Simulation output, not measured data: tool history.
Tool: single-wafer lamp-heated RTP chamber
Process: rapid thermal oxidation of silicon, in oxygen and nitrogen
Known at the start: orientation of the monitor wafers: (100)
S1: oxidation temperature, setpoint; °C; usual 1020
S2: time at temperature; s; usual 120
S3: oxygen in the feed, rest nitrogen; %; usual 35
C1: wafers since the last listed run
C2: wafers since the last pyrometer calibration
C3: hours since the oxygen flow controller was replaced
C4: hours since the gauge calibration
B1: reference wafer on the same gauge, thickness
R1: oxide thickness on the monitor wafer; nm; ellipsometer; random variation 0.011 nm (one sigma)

{"run": 1, "hour": 0.0, "S1": 1020, "S2": 120, "S3": 35, "C1": 0, "C2": 1936, "C3": 1774.3, "C4": 97.4, "B1": 7.035, "R1": 5.853}
{"run": 2, "hour": 26.8, "S1": 1020, "S2": 120, "S3": 35, "C1": 196, "C2": 2133, "C3": 1801.1, "C4": 124.2, "B1": 7.027, "R1": 5.864}
{"run": 3, "hour": 70.3, "S1": 1020, "S2": 120, "S3": 35, "C1": 319, "C2": 2452, "C3": 1844.6, "C4": 167.7, "B1": 7.028, "R1": 5.892}
{"run": 4, "hour": 104.6, "S1": 1020, "S2": 168, "S3": 35, "C1": 251, "C2": 2704, "C3": 1878.9, "C4": 202, "B1": 7.025, "R1": 6.834}
{"run": 5, "hour": 140.0, "S1": 1020, "S2": 120, "S3": 35, "C1": 259, "C2": 2964, "C3": 1914.3, "C4": 237.4, "B1": 7.025, "R1": 5.892}
{"run": 6, "hour": 185.2, "S1": 1020, "S2": 120, "S3": 35, "C1": 331, "C2": 3296, "C3": 1959.5, "C4": 282.6, "B1": 7.026, "R1": 5.891}
{"run": 7, "hour": 242.1, "S1": 1020, "S2": 120, "S3": 35, "C1": 417, "C2": 3714, "C3": 2016.4, "C4": 339.5, "B1": 7.034, "R1": 5.871}
{"run": 8, "hour": 269.7, "S1": 1020, "S2": 120, "S3": 35, "C1": 202, "C2": 3916, "C3": 2044, "C4": 367.1, "B1": 7.025, "R1": 5.907}
{"run": 9, "hour": 326.7, "S1": 1020, "S2": 120, "S3": 35, "C1": 418, "C2": 4335, "C3": 2101, "C4": 424.1, "B1": 7.026, "R1": 5.877}
{"hour": 346.1, "done": "pyrometer window cleaned and pyrometer calibrated"}
{"run": 10, "hour": 353.5, "S1": 1020, "S2": 120, "S3": 35, "C1": 138, "C2": 54, "C3": 2127.8, "C4": 450.9, "B1": 7.028, "R1": 5.821}
{"run": 11, "hour": 397.5, "S1": 1020, "S2": 165, "S3": 35, "C1": 323, "C2": 377, "C3": 2171.8, "C4": 494.9, "B1": 7.036, "R1": 6.728}
{"run": 12, "hour": 423.0, "S1": 1020, "S2": 165, "S3": 35, "C1": 187, "C2": 564, "C3": 2197.3, "C4": 520.4, "B1": 7.029, "R1": 6.767}
{"run": 13, "hour": 570.3, "S1": 1020, "S2": 120, "S3": 35, "C1": 1081, "C2": 1645, "C3": 2344.6, "C4": 667.7, "B1": 7.027, "R1": 5.856}
{"run": 14, "hour": 634.0, "S1": 1020, "S2": 160, "S3": 63, "C1": 467, "C2": 2113, "C3": 2408.3, "C4": 731.4, "B1": 7.029, "R1": 8.313}
{"run": 15, "hour": 694.9, "S1": 1007, "S2": 81, "S3": 17, "C1": 447, "C2": 2560, "C3": 2469.2, "C4": 792.3, "B1": 7.026, "R1": 3.589}
{"hour": 747.7, "done": "oxygen flow controller replaced"}
{"run": 16, "hour": 762.7, "S1": 1020, "S2": 120, "S3": 17, "C1": 439, "C2": 2999, "C3": 15, "C4": 860.1, "B1": 7.029, "R1": 4.684}
{"run": 17, "hour": 795.4, "S1": 1020, "S2": 77, "S3": 35, "C1": 240, "C2": 3239, "C3": 47.7, "C4": 892.8, "B1": 7.035, "R1": 4.924}
{"hour": 807.4, "done": "gauge calibrated"}
{"run": 18, "hour": 823.5, "S1": 1020, "S2": 120, "S3": 35, "C1": 206, "C2": 3446, "C3": 75.8, "C4": 16.1, "B1": 7.025, "R1": 6.01}
{"run": 19, "hour": 879.4, "S1": 1020, "S2": 102, "S3": 59, "C1": 410, "C2": 3856, "C3": 131.7, "C4": 72, "B1": 7.029, "R1": 6.69}
{"hour": 912.5, "done": "pyrometer window cleaned and pyrometer calibrated"}
{"run": 20, "hour": 932.4, "S1": 1007, "S2": 98, "S3": 22, "C1": 330, "C2": 146, "C3": 184.7, "C4": 125, "B1": 7.023, "R1": 4.265}
{"run": 21, "hour": 960.6, "S1": 1020, "S2": 120, "S3": 55, "C1": 207, "C2": 353, "C3": 212.9, "C4": 153.2, "B1": 7.033, "R1": 6.958}
{"run": 22, "hour": 1083.2, "S1": 1020, "S2": 172, "S3": 60, "C1": 900, "C2": 1253, "C3": 335.5, "C4": 275.8, "B1": 7.029, "R1": 8.509}
{"run": 23, "hour": 1131.7, "S1": 1020, "S2": 120, "S3": 35, "C1": 356, "C2": 1609, "C3": 384, "C4": 324.3, "B1": 7.027, "R1": 5.919}
{"run": 24, "hour": 1167.7, "S1": 993, "S2": 120, "S3": 22, "C1": 264, "C2": 1873, "C3": 420, "C4": 360.3, "B1": 7.028, "R1": 4.208}
{"run": 25, "hour": 1198.2, "S1": 1043, "S2": 120, "S3": 62, "C1": 223, "C2": 2097, "C3": 450.5, "C4": 390.8, "B1": 7.024, "R1": 8.575}

5 ways to go on from here, each from the tool as it stands after run 25. What would each give?
{"run": "A", "hour": 1198.6, "S1": 1004, "S2": 120, "S3": 35, "C1": 2, "C2": 2100, "C3": 450.9, "C4": 391.2, "B1": "?", "R1": "?"}
{"run": "B", "hour": 1198.6, "S1": 1020, "S2": 163, "S3": 54, "C1": 2, "C2": 2100, "C3": 450.9, "C4": 391.2, "B1": "?", "R1": "?"}
{"run": "C", "hour": 1198.6, "S1": 1030, "S2": 63, "S3": 57, "C1": 2, "C2": 2100, "C3": 450.9, "C4": 391.2, "B1": "?", "R1": "?"}
{"run": "D", "hour": 1198.6, "S1": 1007, "S2": 102, "S3": 17, "C1": 2, "C2": 2100, "C3": 450.9, "C4": 391.2, "B1": "?", "R1": "?"}
{"run": "E", "hour": 1198.6, "S1": 991, "S2": 120, "S3": 35, "C1": 2, "C2": 2100, "C3": 450.9, "C4": 391.2, "B1": "?", "R1": "?"}

run=A B1=7.028 R1=5.295
run=B B1=7.028 R1=7.968
run=C B1=7.028 R1=5.684
run=D B1=7.028 R1=3.979
run=E B1=7.028 R1=4.829
Without the tool's hidden state the same runs would have given:
run=A R1=5.316
run=B R1=7.982
run=C R1=5.692
run=D R1=4.002
run=E R1=4.847
